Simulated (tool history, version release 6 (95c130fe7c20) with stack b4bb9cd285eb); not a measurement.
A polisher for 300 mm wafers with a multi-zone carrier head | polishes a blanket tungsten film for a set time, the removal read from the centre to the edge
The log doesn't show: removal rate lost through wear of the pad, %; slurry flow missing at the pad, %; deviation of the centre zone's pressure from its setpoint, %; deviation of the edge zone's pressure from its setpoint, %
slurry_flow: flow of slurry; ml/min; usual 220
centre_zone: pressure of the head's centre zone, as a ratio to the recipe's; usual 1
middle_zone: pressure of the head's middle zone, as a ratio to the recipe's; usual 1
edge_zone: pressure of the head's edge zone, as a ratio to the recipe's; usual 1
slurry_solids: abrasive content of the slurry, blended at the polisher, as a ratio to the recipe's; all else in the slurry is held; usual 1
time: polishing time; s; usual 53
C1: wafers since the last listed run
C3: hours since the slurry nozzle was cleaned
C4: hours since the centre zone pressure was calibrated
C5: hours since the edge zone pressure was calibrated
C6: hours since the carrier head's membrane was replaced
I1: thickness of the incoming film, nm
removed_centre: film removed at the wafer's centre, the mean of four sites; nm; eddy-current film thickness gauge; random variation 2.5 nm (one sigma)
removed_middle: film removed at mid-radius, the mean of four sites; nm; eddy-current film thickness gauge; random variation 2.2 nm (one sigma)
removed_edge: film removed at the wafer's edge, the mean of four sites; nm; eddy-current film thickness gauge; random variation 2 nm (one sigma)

run 1 hour=0 | slurry_flow=220 centre_zone=1 middle_zone=1 edge_zone=1 slurry_solids=1 time=53 | C1=0 wafers_polished_on_this_pad=1688 C3=493.8 C4=100.1 C5=4.6 C6=1020 | I1=873.8 | removed_centre=184.9 removed_middle=168.4 removed_edge=170.6
-- hour=14.8 worn pad replaced by a new one
run 2 hour=25.3 | slurry_flow=220 centre_zone=1 middle_zone=1 edge_zone=1 slurry_solids=1 time=53 | C1=229 wafers_polished_on_this_pad=113 C3=519.1 C4=125.4 C5=29.9 C6=1045.3 | I1=888.8 | removed_centre=200.4 removed_middle=183.5 removed_edge=186.7
run 3 hour=60.2 | slurry_flow=220 centre_zone=1 middle_zone=1 edge_zone=1 slurry_solids=1 time=53 | C1=376 wafers_polished_on_this_pad=489 C3=554 C4=160.3 C5=64.8 C6=1080.2 | I1=902.2 | removed_centre=202 removed_middle=186.4 removed_edge=187.6
-- hour=64.4 slurry nozzle cleaned
-- hour=94.9 carrier head's membrane replaced by a new one
run 4 hour=95.4 | slurry_flow=220 centre_zone=1 middle_zone=1 edge_zone=1 slurry_solids=1 time=53 | C1=315 wafers_polished_on_this_pad=804 C3=31 C4=195.5 C5=100 C6=0.5 | I1=880.1 | removed_centre=197.3 removed_middle=174.8 removed_edge=185.7
run 5 hour=114.6 | slurry_flow=220 centre_zone=1.08 middle_zone=1 edge_zone=1 slurry_solids=0.85 time=53 | C1=207 wafers_polished_on_this_pad=1011 C3=50.2 C4=214.7 C5=119.2 C6=19.7 | I1=899 | removed_centre=209.2 removed_middle=169 removed_edge=175
run 6 hour=147.1 | slurry_flow=220 centre_zone=1 middle_zone=1 edge_zone=1.1 slurry_solids=1 time=53 | C1=350 wafers_polished_on_this_pad=1362 C3=82.7 C4=247.2 C5=151.7 C6=52.2 | I1=894.9 | removed_centre=200.2 removed_middle=170.8 removed_edge=187.4
run 7 hour=165.1 | slurry_flow=220 centre_zone=1 middle_zone=1 edge_zone=1 slurry_solids=1 time=61 | C1=194 wafers_polished_on_this_pad=1556 C3=100.7 C4=265.2 C5=169.7 C6=70.2 | I1=886.2 | removed_centre=223.9 removed_middle=195.8 removed_edge=197.1
run 8 hour=198.7 | slurry_flow=220 centre_zone=1 middle_zone=1 edge_zone=1.06 slurry_solids=1.15 time=53 | C1=362 wafers_polished_on_this_pad=1919 C3=134.3 C4=298.8 C5=203.3 C6=103.8 | I1=892.6 | removed_centre=199.3 removed_middle=172 removed_edge=177.6
-- hour=215.7 worn pad replaced by a new one
run 9 hour=216.2 | slurry_flow=185 centre_zone=0.93 middle_zone=0.92 edge_zone=1 slurry_solids=1.25 time=53 | C1=145 wafers_polished_on_this_pad=5 C3=151.8 C4=316.3 C5=220.8 C6=121.3 | I1=905.5 | removed_centre=204.6 removed_middle=175.9 removed_edge=198.6
-- hour=239.2 centre zone pressure recalibrated
run 10 hour=239.7 | slurry_flow=220 centre_zone=0.95 middle_zone=1 edge_zone=1 slurry_solids=1.1 time=53 | C1=231 wafers_polished_on_this_pad=237 C3=175.3 C4=0.5 C5=244.3 C6=144.8 | I1=897 | removed_centre=183.3 removed_middle=188 removed_edge=193.1
run 11 hour=265.3 | slurry_flow=220 centre_zone=1.08 middle_zone=1.07 edge_zone=1 slurry_solids=1 time=53 | C1=276 wafers_polished_on_this_pad=513 C3=200.9 C4=26.1 C5=269.9 C6=170.4 | I1=900.5 | removed_centre=210.9 removed_middle=194.6 removed_edge=182.7
run 12 hour=286.5 | slurry_flow=220 centre_zone=1 middle_zone=1 edge_zone=1 slurry_solids=1 time=53 | C1=228 wafers_polished_on_this_pad=742 C3=222.1 C4=47.3 C5=291.1 C6=191.6 | I1=886.5 | removed_centre=185 removed_middle=181.3 removed_edge=184.7
run 13 hour=300.1 | slurry_flow=220 centre_zone=1.11 middle_zone=1 edge_zone=1 slurry_solids=1 time=60 | C1=146 wafers_polished_on_this_pad=889 C3=235.7 C4=60.9 C5=304.7 C6=205.2 | I1=879.3 | removed_centre=237.3 removed_middle=205.4 removed_edge=208.1
run 14 hour=336 | slurry_flow=220 centre_zone=1 middle_zone=1 edge_zone=1 slurry_solids=1 time=53 | C1=387 wafers_polished_on_this_pad=1276 C3=271.6 C4=96.8 C5=340.6 C6=241.1 | I1=903 | removed_centre=186.2 removed_middle=177.6 removed_edge=181.5
run 15 hour=364 | slurry_flow=220 centre_zone=0.92 middle_zone=1.06 edge_zone=1 slurry_solids=0.75 time=53 | C1=302 wafers_polished_on_this_pad=1578 C3=299.6 C4=124.8 C5=368.6 C6=269.1 | I1=885.6 | removed_centre=157.6 removed_middle=169 removed_edge=161.6
run 16 hour=389.1 | slurry_flow=220 centre_zone=1 middle_zone=1 edge_zone=1 slurry_solids=1 time=53 | C1=270 wafers_polished_on_this_pad=1849 C3=324.7 C4=149.9 C5=393.7 C6=294.2 | I1=891.3 | removed_centre=183.5 removed_middle=166.7 removed_edge=171.2
-- hour=405.3 worn pad replaced by a new one
run 17 hour=422.2 | slurry_flow=220 centre_zone=1 middle_zone=0.95 edge_zone=1.05 slurry_solids=1 time=38 | C1=313 wafers_polished_on_this_pad=181 C3=357.8 C4=183 C5=426.8 C6=327.3 | I1=896.3 | removed_centre=144 removed_middle=126.9 removed_edge=137.6

The next listed run, before its measurement:
run 18 hour=443.9 | slurry_flow=220 centre_zone=1 middle_zone=1 edge_zone=1 slurry_solids=1 time=53 | C1=234 wafers_polished_on_this_pad=415 C3=379.5 C4=204.7 C5=448.5 C6=349 | I1=895.3 | removed_centre=? removed_middle=? removed_edge=?

removed_centre: 207.4 nm
removed_middle: 185.6 nm
removed_edge: 185.9 nm
Without the tool's hidden state the same run would have given removed_centre 192.6 nm, removed_middle 187.4 nm, removed_edge 187.6 nm.
